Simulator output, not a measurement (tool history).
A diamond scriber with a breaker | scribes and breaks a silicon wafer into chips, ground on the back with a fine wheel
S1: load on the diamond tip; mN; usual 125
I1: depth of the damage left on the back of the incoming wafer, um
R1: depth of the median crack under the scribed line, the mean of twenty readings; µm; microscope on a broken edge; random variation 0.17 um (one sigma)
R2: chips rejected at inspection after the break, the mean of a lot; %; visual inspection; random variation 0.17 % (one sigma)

Run 1, hour 0.0: usual settings; I1 2.53. Result: R1 11.96 µm, R2 2.81 %.
Run 2, hour 50.4: usual settings; I1 2.78. Result: R1 11.69 µm, R2 2.99 %.
Run 3, hour 91.7: usual settings; I1 1.68. Result: R1 11.60 µm, R2 2.66 %.
Run 4, hour 157.6: usual settings but S1 139 mN; I1 2.98. Result: R1 12.13 µm, R2 2.99 %.
Run 5, hour 208.0: usual settings but S1 135 mN; I1 1.92. Result: R1 12.32 µm, R2 2.25 %.
Run 6, hour 237.1: usual settings but S1 135 mN; I1 1.67. Result: R1 11.74 µm, R2 2.02 %.
Run 7, hour 340.6: usual settings but S1 135 mN; I1 2.70. Result: R1 11.47 µm, R2 3.18 %.
Run 8, hour 370.6: usual settings; I1 2.20. Result: R1 11.50 µm, R2 3.31 %.
Run 9, hour 439.8: usual settings but S1 113 mN; I1 2.47. Result: R1 10.62 µm, R2 5.52 %.
Run 10, hour 495.4: usual settings but S1 113 mN; I1 2.75. Result: R1 10.57 µm, R2 5.45 %.
Run 11, hour 555.6: usual settings; I1 1.55. Result: R1 11.07 µm, R2 3.17 %.
Run 12, hour 605.3: usual settings; I1 2.29. Result: R1 11.08 µm, R2 3.63 %.
Run 13, hour 664.7: usual settings; I1 2.78. Result: R1 11.33 µm, R2 4.31 %.
Run 14, hour 734.1: usual settings but S1 143 mN; I1 2.47. Result: R1 11.34 µm, R2 3.90 %.
Run 15, hour 797.0: usual settings but S1 100 mN; I1 1.62. Result: R1 8.94 µm, R2 12.99 %.
Run 16, hour 862.8: usual settings but S1 137 mN; I1 1.60. Result: R1 10.49 µm, R2 4.72 %.
Run 17, hour 894.6: usual settings but S1 137 mN; I1 2.02. Result: R1 10.35 µm, R2 5.34 %.
Run 18, hour 958.2: usual settings but S1 137 mN; I1 2.50. Result: R1 10.37 µm, R2 6.66 %.
Run 19, hour 985.7: usual settings but S1 136 mN; I1 2.92. Result: R1 10.16 µm, R2 7.51 %.
Run 20, hour 1053.5: usual settings; I1 2.62. Result: R1 9.47 µm, R2 10.34 %.
Run 21, hour 1090.4: usual settings but S1 152 mN; I1 2.57. Result: R1 10.64 µm, R2 5.19 %.
Run 22, hour 1116.5: usual settings but S1 105 mN; I1 2.55. Result: R1 8.45 µm, R2 17.50 %.
Run 23, hour 1169.9: usual settings but S1 103 mN; I1 1.72. Result: R1 10.96 µm, R2 3.96 %.
Run 24, hour 1236.6: usual settings but S1 111 mN; I1 2.62. Result: R1 11.01 µm, R2 3.83 %.
Run 25, hour 1295.2: usual settings; I1 2.47. Result: R1 11.61 µm, R2 2.41 %.
Run 26, hour 1359.7: usual settings; I1 2.61. Result: R1 11.66 µm, R2 3.48 %.
Run 27, hour 1384.6: usual settings but S1 104 mN; I1 1.89. Result: R1 10.40 µm, R2 4.87 %.
Run 28, hour 1498.6: usual settings; I1 2.97. Result: R1 11.20 µm, R2 3.78 %.
Run 29, hour 1538.7: usual settings but S1 95 mN; I1 2.70. Result: R1 9.84 µm, R2 8.55 %.
Run 30, hour 1608.8: usual settings but S1 142 mN; I1 2.60. Result: R1 12.45 µm, R2 2.95 %.
Run 31, hour 1673.7: usual settings but S1 114 mN; I1 2.43. Result: R1 10.56 µm, R2 4.21 %.
Run 32, hour 1739.1: usual settings but S1 158 mN; I1 2.89. Result: R1 12.99 µm, R2 3.30 %.
Run 33, hour 1803.9: usual settings but S1 90 mN; I1 2.77. Result: R1 9.21 µm, R2 12.10 %.
Run 34, hour 1855.8: usual settings but S1 109 mN; I1 2.70. Result: R1 10.21 µm, R2 6.14 %.
Run 35, hour 1912.9: usual settings but S1 115 mN; I1 2.82. Result: R1 10.60 µm, R2 5.29 %.
Run 36, hour 1944.3: usual settings but S1 148 mN; I1 2.55. Result: R1 12.25 µm, R2 2.34 %.
Run 37, hour 1975.3: usual settings; I1 2.53. Result: R1 11.13 µm, R2 3.64 %.
Run 38, hour 2021.2: usual settings but S1 154 mN; I1 1.61. Result: R1 13.36 µm, R2 3.14 %.

Taken out of this log: 4 entries between the listed runs. Where each belongs, and how the hidden state differs across it:
Between runs 13 and 14: diamond tip replaced by a new one (hour 733.5)
  share of the diamond tip's cutting effectiveness lost through wear, %: 13.3 -> 22
  measured less the result without the state, R1: -1.14 -> -2.03 µm; R2: +1.35 -> +0.49 %
Between runs 21 and 22: load on the tip recalibrated (hour 1099.8)
  share of the diamond tip's cutting effectiveness lost through wear, %: 31.9 -> 32.2
  measured less the result without the state, R1: -3.11 -> -2.51 µm; R2: +1.31 -> +13.47 %
Between runs 22 and 23: diamond tip replaced by a new one, repeated, since the last time left the tool worse (hour 1140.4)
  share of the diamond tip's cutting effectiveness lost through wear, %: 32.2 -> 1.64
  measured less the result without the state, R1: -2.51 -> -0.13 µm; R2: +13.47 -> +0.30 %
Between runs 37 and 38: diamond tip replaced by a new one (hour 1990.0)
  share of the diamond tip's cutting effectiveness lost through wear, %: 12.9 -> 2.02
  measured less the result without the state, R1: -1.07 -> -0.18 µm; R2: +1.12 -> -0.31 %
